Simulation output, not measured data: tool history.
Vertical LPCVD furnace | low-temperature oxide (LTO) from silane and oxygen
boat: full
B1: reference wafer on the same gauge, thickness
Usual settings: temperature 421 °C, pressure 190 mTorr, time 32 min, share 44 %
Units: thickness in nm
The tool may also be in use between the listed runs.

{"run": 1, "hour": 0.0, "temperature": 421, "pressure": 190, "time": 26, "share": 50, "B1": 435.19, "thickness": 320.69}
{"run": 2, "hour": 11.3, "temperature": 421, "pressure": 190, "time": 26, "share": 50, "B1": 434.94, "thickness": 322.03}
{"run": 3, "hour": 25.5, "temperature": 428, "pressure": 190, "time": 32, "share": 39, "B1": 435.01, "thickness": 334.12}
{"run": 4, "hour": 42.6, "temperature": 421, "pressure": 190, "time": 32, "share": 44, "B1": 435.09, "thickness": 354.83}
{"hour": 67.6, "done": "thermocouples replaced and temperature profile calibrated"}
{"run": 5, "hour": 68.1, "temperature": 421, "pressure": 190, "time": 32, "share": 44, "B1": 435.23, "thickness": 354.52}
{"run": 6, "hour": 72.1, "temperature": 421, "pressure": 190, "time": 32, "share": 50, "B1": 434.98, "thickness": 395.66}
{"run": 7, "hour": 86.7, "temperature": 414, "pressure": 190, "time": 21.5, "share": 44, "B1": 435.04, "thickness": 221.93}
{"run": 8, "hour": 98.1, "temperature": 412, "pressure": 170, "time": 26, "share": 44, "B1": 434.95, "thickness": 234.15}
{"run": 9, "hour": 115.5, "temperature": 421, "pressure": 190, "time": 32, "share": 44, "B1": 434.89, "thickness": 353.29}
{"run": 10, "hour": 131.2, "temperature": 421, "pressure": 190, "time": 41.5, "share": 39, "B1": 435.1, "thickness": 402.35}
{"run": 11, "hour": 148.3, "temperature": 421, "pressure": 155, "time": 32, "share": 39, "B1": 434.64, "thickness": 250.64}
{"run": 12, "hour": 158.1, "temperature": 421, "pressure": 190, "time": 32, "share": 44, "B1": 434.94, "thickness": 353.11}
{"hour": 187.5, "done": "pressure gauge zeroed"}
{"hour": 204.8, "done": "silane flow controller replaced"}
{"run": 13, "hour": 205.3, "temperature": 417, "pressure": 190, "time": 32, "share": 44, "B1": 434.9, "thickness": 354.29}
{"run": 14, "hour": 209.3, "temperature": 428, "pressure": 220, "time": 32, "share": 39, "B1": 434.82, "thickness": 403.99}
{"run": 15, "hour": 213.3, "temperature": 421, "pressure": 190, "time": 21.5, "share": 44, "B1": 434.91, "thickness": 247.21}
{"hour": 214.3, "done": "gauge calibrated"}
{"run": 16, "hour": 217.3, "temperature": 413, "pressure": 190, "time": 32, "share": 44, "B1": 435.03, "thickness": 340.18}
{"run": 17, "hour": 231.7, "temperature": 416, "pressure": 225, "time": 32, "share": 44, "B1": 435.01, "thickness": 414.34}
{"run": 18, "hour": 246.3, "temperature": 421, "pressure": 190, "time": 32, "share": 44, "B1": 434.94, "thickness": 367.38}
{"run": 19, "hour": 255.0, "temperature": 421, "pressure": 205, "time": 32, "share": 44, "B1": 435.09, "thickness": 394.79}
{"run": 20, "hour": 266.9, "temperature": 414, "pressure": 160, "time": 40, "share": 44, "B1": 434.96, "thickness": 358.76}
{"run": 21, "hour": 283.3, "temperature": 421, "pressure": 190, "time": 32, "share": 44, "B1": 435.17, "thickness": 366.24}
{"run": 22, "hour": 299.4, "temperature": 421, "pressure": 155, "time": 38, "share": 41, "B1": 435.03, "thickness": 327.72}
{"run": 23, "hour": 305.8, "temperature": 421, "pressure": 190, "time": 32, "share": 44, "B1": 434.9, "thickness": 365.2}
{"run": 24, "hour": 323.0, "temperature": 421, "pressure": 170, "time": 42, "share": 47, "B1": 434.96, "thickness": 455.41}
{"run": 25, "hour": 331.5, "temperature": 428, "pressure": 190, "time": 37, "share": 41, "B1": 435.12, "thickness": 420.92}
{"run": 26, "hour": 341.8, "temperature": 421, "pressure": 190, "time": 32, "share": 36, "B1": 435.15, "thickness": 292.2}
{"run": 27, "hour": 356.1, "temperature": 421, "pressure": 235, "time": 32, "share": 39, "B1": 434.93, "thickness": 396.91}
{"run": 28, "hour": 372.9, "temperature": 421, "pressure": 175, "time": 32, "share": 44, "B1": 435.09, "thickness": 334.64}
{"run": 29, "hour": 386.6, "temperature": 426, "pressure": 230, "time": 32, "share": 44, "B1": 434.89, "thickness": 464.78}
{"run": 30, "hour": 397.1, "temperature": 421, "pressure": 190, "time": 35.5, "share": 50, "B1": 434.95, "thickness": 450.32}

The tool's hidden state at each run:
true tube temperature minus thermocouple reading, K: 0 in every run
deviation of the silane flow from its setpoint, %: 0 in every run
gauge reads high (%): 0 in every run
H1: true pressure minus gauge reading, mTorr
run=1 H1=-8.17
run=2 H1=-8.18
run=3 H1=-8.2
run=4 H1=-8.21
run=5 H1=-8.24
run=6 H1=-8.24
run=7 H1=-8.26
run=8 H1=-8.27
run=9 H1=-8.28
run=10 H1=-8.3
run=11 H1=-8.31
run=12 H1=-8.32
run=13 H1=-0.632
run=14 H1=-0.698
run=15 H1=-0.764
run=16 H1=-0.829
run=17 H1=-1.06
run=18 H1=-1.29
run=19 H1=-1.42
run=20 H1=-1.6
run=21 H1=-1.84
run=22 H1=-2.07
run=23 H1=-2.16
run=24 H1=-2.4
run=25 H1=-2.52
run=26 H1=-2.65
run=27 H1=-2.84
run=28 H1=-3.05
run=29 H1=-3.22
run=30 H1=-3.35
